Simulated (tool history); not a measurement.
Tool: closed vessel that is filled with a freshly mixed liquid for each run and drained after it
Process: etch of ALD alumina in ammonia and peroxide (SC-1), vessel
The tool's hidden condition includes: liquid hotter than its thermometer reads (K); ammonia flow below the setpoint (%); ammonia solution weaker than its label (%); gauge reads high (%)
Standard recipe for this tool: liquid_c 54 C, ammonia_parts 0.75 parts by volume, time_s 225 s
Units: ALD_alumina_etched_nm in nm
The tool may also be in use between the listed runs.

run     day  liquid_c  ammonia_parts  time_s  wafers since the last listed run  hours since the thermometer was replaced  hours since the ammonia flow meter was replaced  hours since the drum of ammonia solution was connected  hours since the gauge calibration  read-back film thickness of the ALD alumina reference wafer, read on the same gauge (nm)  ALD_alumina_etched_nm
  1       0        54           0.75     225                                 0                                       469                                            676.1                                                   157.7                             1215.9                                                                                    119.99                  13.96
  2   2.638        54           0.75     225                              7204                                     532.3                                            739.4                                                     221                             1279.2                                                                                    119.99                  14.05
  3   5.308        54           0.75     175                              7295                                     596.4                                            803.5                                                   285.1                             1343.3                                                                                    119.98                  10.89
  4   8.717        54           0.75     175                              9310                                     678.2                                            885.3                                                   366.9                             1425.1                                                                                    119.97                     11
  5   10.65        54           0.75     175                              5281                                     724.6                                            931.7                                                   413.3                             1471.5                                                                                    120.03                  10.84
  6  14.133        52           0.75     200                              9515                                     808.2                                           1015.3                                                   496.9                             1555.1                                                                                    120.01                  11.28
  7  17.508        52           0.75     200                              9219                                     889.2                                           1096.3                                                   577.9                             1636.1                                                                                       120                  11.23
  8  20.767        52           0.75     200                              8900                                     967.4                                           1174.5                                                   656.1                             1714.3                                                                                    119.99                  11.39
     24.096  -- gauge calibrated
  9  24.642        54           0.75     225                             10585                                    1060.4                                           1267.5                                                   749.1                               13.1                                                                                    120.02                   14.2
     25.583  -- thermometer replaced
 10  26.579        51           0.45     110                              5178                                      23.9                                             1314                                                   795.6                               59.6                                                                                    120.03                   5.29
 11  31.021        54           0.75     225                             12133                                     130.5                                           1420.6                                                   902.2                              166.2                                                                                       120                  13.53
     32.246  -- ammonia flow meter replaced
 12  35.321        46           1.15     315                             11632                                     233.7                                             73.8                                                  1005.4                              269.4                                                                                    119.97                  12.91
 13  37.283        60           0.95     175                              5360                                     280.8                                            120.9                                                  1052.5                              316.5                                                                                       120                  14.78
     38.229  -- new drum of ammonia solution connected
 14  40.708        54           0.75     225                              9242                                       363                                            203.1                                                    59.5                              398.7                                                                                    120.02                  13.82
 15  44.196        52           0.75     200                              9526                                     446.7                                            286.8                                                   143.2                              482.4                                                                                       120                  10.98
 16  46.042        57           0.75     225                              5042                                       491                                            331.1                                                   187.5                              526.7                                                                                       120                   16.4
 17  47.954      63.5           0.55     225                              5224                                     536.9                                              377                                                   233.4                              572.6                                                                                    120.01                  21.64
 18  50.975      48.5           0.45     325                              8251                                     609.4                                            449.5                                                   305.9                              645.1                                                                                    119.98                  14.37
 19  54.117      56.5           0.65     110                              8581                                     684.8                                            524.9                                                   381.3                              720.5                                                                                    119.99                    7.8
 20   57.05      45.5           0.75     225                              8012                                     755.2                                            595.3                                                   451.7                              790.9                                                                                       120                   8.94
 21  59.483        54           0.55      90                              6646                                     813.6                                            653.7                                                   510.1                              849.3                                                                                    119.99                   5.51
 22  63.662        54           0.75     225                             11415                                     913.9                                              754                                                   610.4                              949.6                                                                                    119.98                  14.29
 23  66.496        54              1     175                              7739                                     981.9                                              822                                                   678.4                             1017.6                                                                                    120.01                  11.33
 24   68.35        54              1     225                              5064                                    1026.4                                            866.5                                                   722.9                             1062.1                                                                                       120                  14.72
 25  71.938        54           0.75     225                              9799                                    1112.5                                            952.6                                                     809                             1148.2                                                                                    119.97                   14.5
 26  74.288        54           0.75     225                              6419                                    1168.9                                             1009                                                   865.4                             1204.6                                                                                    120.01                  14.44
 27  76.617        54           0.75     335                              6362                                    1224.8                                           1064.9                                                   921.3                             1260.5                                                                                    119.97                  21.78
 28  80.775        54           0.75     225                             11359                                    1324.6                                           1164.7                                                  1021.1                             1360.3                                                                                       120                  14.56
     81.017  -- new drum of ammonia solution connected
     81.871  -- thermometer replaced
 29  85.129        63            0.4     225                             11666                                      78.2                                           1269.2                                                    98.7                             1464.8                                                                                       120                  20.07

4 options for the next run, each taken on its own from the tool as it stands now. Forecast them:
  A  85.158        54           0.75     225                                79                                      78.9                                           1269.9                                                    99.4                             1465.5                                                                                         ?                      ?
  B  85.158        47           1.05     330                                79                                      78.9                                           1269.9                                                    99.4                             1465.5                                                                                         ?                      ?
  C  85.158        54           1.15     225                                79                                      78.9                                           1269.9                                                    99.4                             1465.5                                                                                         ?                      ?
  D  85.158        59           0.75     310                                79                                      78.9                                           1269.9                                                    99.4                             1465.5                                                                                         ?                      ?

run  read-back film thickness of the ALD alumina reference wafer, read on the same gauge (nm)  ALD_alumina_etched_nm
  A                                                                                       120                  13.52
  B                                                                                       120                  13.96
  C                                                                                       120                  14.08
  D                                                                                       120                  24.21
Without the tool's unlogged condition, the same runs would have read:
run  ALD_alumina_etched_nm
  A                   13.3
  B                  13.73
  C                  13.85
  D                  23.84
